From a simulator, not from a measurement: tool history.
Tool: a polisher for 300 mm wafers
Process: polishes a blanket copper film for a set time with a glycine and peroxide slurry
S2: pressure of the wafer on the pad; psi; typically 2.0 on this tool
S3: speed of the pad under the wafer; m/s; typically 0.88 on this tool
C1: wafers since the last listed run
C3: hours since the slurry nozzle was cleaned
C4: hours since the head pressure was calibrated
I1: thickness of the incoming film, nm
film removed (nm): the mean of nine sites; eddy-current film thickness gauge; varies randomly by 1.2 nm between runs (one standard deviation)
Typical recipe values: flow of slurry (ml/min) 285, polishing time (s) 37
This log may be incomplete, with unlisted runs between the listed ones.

run 1 day=0.000 | flow_of_slurry_(ml/min)=285 S2=2.0 S3=0.88 polishing_time_(s)=37 | C1=0 wafers_polished_on_this_pad=85 C3=424.3 C4=362.7 | I1=1729.2 | film_removed_(nm)=156.8
run 2 day=2.242 | flow_of_slurry_(ml/min)=260 S2=2.0 S3=0.88 polishing_time_(s)=41 | C1=751 wafers_polished_on_this_pad=837 C3=478.1 C4=416.5 | I1=1737.5 | film_removed_(nm)=174.1
run 3 day=4.796 | flow_of_slurry_(ml/min)=260 S2=2.0 S3=0.88 polishing_time_(s)=41 | C1=856 wafers_polished_on_this_pad=1693 C3=539.4 C4=477.8 | I1=1718.9 | film_removed_(nm)=176.5
run 4 day=7.400 | flow_of_slurry_(ml/min)=285 S2=2.0 S3=0.88 polishing_time_(s)=37 | C1=873 wafers_polished_on_this_pad=2567 C3=601.9 C4=540.3 | I1=1764.0 | film_removed_(nm)=159.1
-- day=7.917 head pressure recalibrated
run 5 day=10.125 | flow_of_slurry_(ml/min)=285 S2=2.0 S3=0.88 polishing_time_(s)=37 | C1=886 wafers_polished_on_this_pad=3453 C3=667.3 C4=53.0 | I1=1725.9 | film_removed_(nm)=150.4
-- day=10.225 slurry nozzle cleaned
run 6 day=11.300 | flow_of_slurry_(ml/min)=285 S2=2.0 S3=0.78 polishing_time_(s)=41 | C1=380 wafers_polished_on_this_pad=3833 C3=25.8 C4=81.2 | I1=1747.4 | film_removed_(nm)=149.2
run 7 day=14.000 | flow_of_slurry_(ml/min)=285 S2=2.0 S3=0.78 polishing_time_(s)=41 | C1=905 wafers_polished_on_this_pad=4739 C3=90.6 C4=146.0 | I1=1731.7 | film_removed_(nm)=153.3
run 8 day=16.742 | flow_of_slurry_(ml/min)=285 S2=2.0 S3=0.88 polishing_time_(s)=37 | C1=919 wafers_polished_on_this_pad=5658 C3=156.4 C4=211.8 | I1=1721.3 | film_removed_(nm)=152.1
-- day=17.142 worn pad replaced by a new one
run 9 day=22.600 | flow_of_slurry_(ml/min)=285 S2=2.0 S3=0.88 polishing_time_(s)=37 | C1=1909 wafers_polished_on_this_pad=1830 C3=297.0 C4=352.4 | I1=1699.5 | film_removed_(nm)=154.8
run 10 day=25.138 | flow_of_slurry_(ml/min)=285 S2=2.0 S3=0.88 polishing_time_(s)=37 | C1=851 wafers_polished_on_this_pad=2681 C3=357.9 C4=413.3 | I1=1730.7 | film_removed_(nm)=155.4
run 11 day=27.204 | flow_of_slurry_(ml/min)=285 S2=2.0 S3=1.00 polishing_time_(s)=37 | C1=693 wafers_polished_on_this_pad=3374 C3=407.5 C4=462.9 | I1=1734.9 | film_removed_(nm)=174.8
run 12 day=30.754 | flow_of_slurry_(ml/min)=285 S2=2.0 S3=1.00 polishing_time_(s)=37 | C1=1190 wafers_polished_on_this_pad=4565 C3=492.7 C4=548.1 | I1=1711.0 | film_removed_(nm)=174.9
run 13 day=32.546 | flow_of_slurry_(ml/min)=285 S2=1.7 S3=0.88 polishing_time_(s)=37 | C1=600 wafers_polished_on_this_pad=5166 C3=535.7 C4=591.1 | I1=1723.9 | film_removed_(nm)=145.8
-- day=33.775 head pressure recalibrated
run 14 day=34.204 | flow_of_slurry_(ml/min)=285 S2=1.7 S3=0.88 polishing_time_(s)=37 | C1=528 wafers_polished_on_this_pad=5694 C3=575.5 C4=10.3 | I1=1738.6 | film_removed_(nm)=132.6
-- day=36.292 worn pad replaced by a new one
run 15 day=39.188 | flow_of_slurry_(ml/min)=285 S2=1.7 S3=0.88 polishing_time_(s)=37 | C1=1615 wafers_polished_on_this_pad=970 C3=695.1 C4=129.9 | I1=1721.4 | film_removed_(nm)=135.3
run 16 day=41.921 | flow_of_slurry_(ml/min)=285 S2=2.6 S3=0.88 polishing_time_(s)=37 | C1=916 wafers_polished_on_this_pad=1887 C3=760.7 C4=195.5 | I1=1718.6 | film_removed_(nm)=181.8
run 17 day=44.342 | flow_of_slurry_(ml/min)=285 S2=2.6 S3=0.88 polishing_time_(s)=37 | C1=811 wafers_polished_on_this_pad=2699 C3=818.8 C4=253.6 | I1=1759.3 | film_removed_(nm)=182.7
-- day=45.650 slurry nozzle cleaned
run 18 day=52.333 | flow_of_slurry_(ml/min)=285 S2=2.6 S3=0.88 polishing_time_(s)=37 | C1=2666 wafers_polished_on_this_pad=5366 C3=160.4 C4=445.4 | I1=1728.8 | film_removed_(nm)=189.6
run 19 day=53.854 | flow_of_slurry_(ml/min)=285 S2=2.4 S3=0.88 polishing_time_(s)=33 | C1=510 wafers_polished_on_this_pad=5876 C3=196.9 C4=481.9 | I1=1748.3 | film_removed_(nm)=159.9
-- day=55.146 head pressure recalibrated
run 20 day=55.167 | flow_of_slurry_(ml/min)=285 S2=2.0 S3=0.88 polishing_time_(s)=37 | C1=412 wafers_polished_on_this_pad=6288 C3=228.4 C4=0.5 | I1=1727.0 | film_removed_(nm)=146.8
run 21 day=57.004 | flow_of_slurry_(ml/min)=285 S2=2.4 S3=0.88 polishing_time_(s)=37 | C1=616 wafers_polished_on_this_pad=6904 C3=272.5 C4=44.6 | I1=1715.1 | film_removed_(nm)=168.6
-- day=57.392 worn pad replaced by a new one
run 22 day=59.858 | flow_of_slurry_(ml/min)=285 S2=2.6 S3=0.98 polishing_time_(s)=37 | C1=901 wafers_polished_on_this_pad=826 C3=341.0 C4=113.1 | I1=1740.4 | film_removed_(nm)=193.5
run 23 day=62.271 | flow_of_slurry_(ml/min)=320 S2=2.3 S3=0.88 polishing_time_(s)=41 | C1=809 wafers_polished_on_this_pad=1635 C3=398.9 C4=171.0 | I1=1730.0 | film_removed_(nm)=187.0
run 24 day=70.458 | flow_of_slurry_(ml/min)=190 S2=2.3 S3=1.16 polishing_time_(s)=47 | C1=2746 wafers_polished_on_this_pad=4382 C3=595.4 C4=367.5 | I1=1741.1 | film_removed_(nm)=259.8
run 25 day=71.558 | flow_of_slurry_(ml/min)=250 S2=1.6 S3=0.74 polishing_time_(s)=41 | C1=368 wafers_polished_on_this_pad=4751 C3=621.8 C4=393.9 | I1=1752.6 | film_removed_(nm)=130.2
run 26 day=72.896 | flow_of_slurry_(ml/min)=235 S2=2.0 S3=0.68 polishing_time_(s)=30 | C1=448 wafers_polished_on_this_pad=5199 C3=653.9 C4=426.0 | I1=1770.9 | film_removed_(nm)=105.7
run 27 day=75.425 | flow_of_slurry_(ml/min)=285 S2=2.0 S3=0.88 polishing_time_(s)=37 | C1=848 wafers_polished_on_this_pad=6048 C3=714.6 C4=486.7 | I1=1725.0 | film_removed_(nm)=156.5
-- day=77.767 head pressure recalibrated
run 28 day=77.950 | flow_of_slurry_(ml/min)=195 S2=2.0 S3=0.60 polishing_time_(s)=37 | C1=818 wafers_polished_on_this_pad=6866 C3=775.2 C4=4.4 | I1=1703.7 | film_removed_(nm)=107.2
-- day=79.433 worn pad replaced by a new one
run 29 day=79.454 | flow_of_slurry_(ml/min)=285 S2=2.0 S3=0.88 polishing_time_(s)=45 | C1=448 wafers_polished_on_this_pad=6 C3=811.3 C4=40.5 | I1=1743.9 | film_removed_(nm)=177.5
run 30 day=81.862 | flow_of_slurry_(ml/min)=315 S2=2.0 S3=0.64 polishing_time_(s)=37 | C1=807 wafers_polished_on_this_pad=814 C3=869.1 C4=98.3 | I1=1725.3 | film_removed_(nm)=120.5
-- day=82.071 slurry nozzle cleaned
run 31 day=84.512 | flow_of_slurry_(ml/min)=285 S2=2.4 S3=0.64 polishing_time_(s)=44 | C1=874 wafers_polished_on_this_pad=1689 C3=58.6 C4=161.9 | I1=1734.4 | film_removed_(nm)=159.8
run 32 day=86.721 | flow_of_slurry_(ml/min)=285 S2=2.0 S3=0.58 polishing_time_(s)=37 | C1=740 wafers_polished_on_this_pad=2429 C3=111.6 C4=214.9 | I1=1733.9 | film_removed_(nm)=115.5
run 33 day=88.362 | flow_of_slurry_(ml/min)=285 S2=2.0 S3=0.88 polishing_time_(s)=37 | C1=550 wafers_polished_on_this_pad=2980 C3=151.0 C4=254.3 | I1=1745.5 | film_removed_(nm)=149.8
run 34 day=91.200 | flow_of_slurry_(ml/min)=360 S2=2.0 S3=0.88 polishing_time_(s)=37 | C1=951 wafers_polished_on_this_pad=3932 C3=219.1 C4=322.4 | I1=1726.0 | film_removed_(nm)=154.5
run 35 day=92.521 | flow_of_slurry_(ml/min)=325 S2=2.0 S3=0.88 polishing_time_(s)=25 | C1=443 wafers_polished_on_this_pad=4375 C3=250.8 C4=354.1 | I1=1710.8 | film_removed_(nm)=104.0
run 36 day=94.850 | flow_of_slurry_(ml/min)=285 S2=2.0 S3=0.88 polishing_time_(s)=37 | C1=781 wafers_polished_on_this_pad=5156 C3=306.7 C4=410.0 | I1=1706.6 | film_removed_(nm)=154.8
run 37 day=97.596 | flow_of_slurry_(ml/min)=285 S2=2.0 S3=0.88 polishing_time_(s)=37 | C1=920 wafers_polished_on_this_pad=6077 C3=372.6 C4=475.9 | I1=1746.1 | film_removed_(nm)=154.7

What was the tool's hidden state at every run in the log?
removal rate lost through wear of the pad, %: 0, the same for each run
slurry flow missing at the pad, %: 0, the same for each run
H1: deviation of the head's pressure from its setpoint, %
run=1 H1=9.25
run=2 H1=10.4
run=3 H1=11.8
run=4 H1=13.1
run=5 H1=1.5
run=6 H1=2.11
run=7 H1=3.52
run=8 H1=4.96
run=9 H1=8.02
run=10 H1=9.34
run=11 H1=10.4
run=12 H1=12.3
run=13 H1=13.2
run=14 H1=0.0824
run=15 H1=2.69
run=16 H1=4.11
run=17 H1=5.38
run=18 H1=9.55
run=19 H1=10.3
run=20 H1=-0.149
run=21 H1=0.811
run=22 H1=2.3
run=23 H1=3.56
run=24 H1=7.84
run=25 H1=8.42
run=26 H1=9.11
run=27 H1=10.4
run=28 H1=-1.52
run=29 H1=-0.733
run=30 H1=0.525
run=31 H1=1.91
run=32 H1=3.06
run=33 H1=3.92
run=34 H1=5.4
run=35 H1=6.09
run=36 H1=7.31
run=37 H1=8.75

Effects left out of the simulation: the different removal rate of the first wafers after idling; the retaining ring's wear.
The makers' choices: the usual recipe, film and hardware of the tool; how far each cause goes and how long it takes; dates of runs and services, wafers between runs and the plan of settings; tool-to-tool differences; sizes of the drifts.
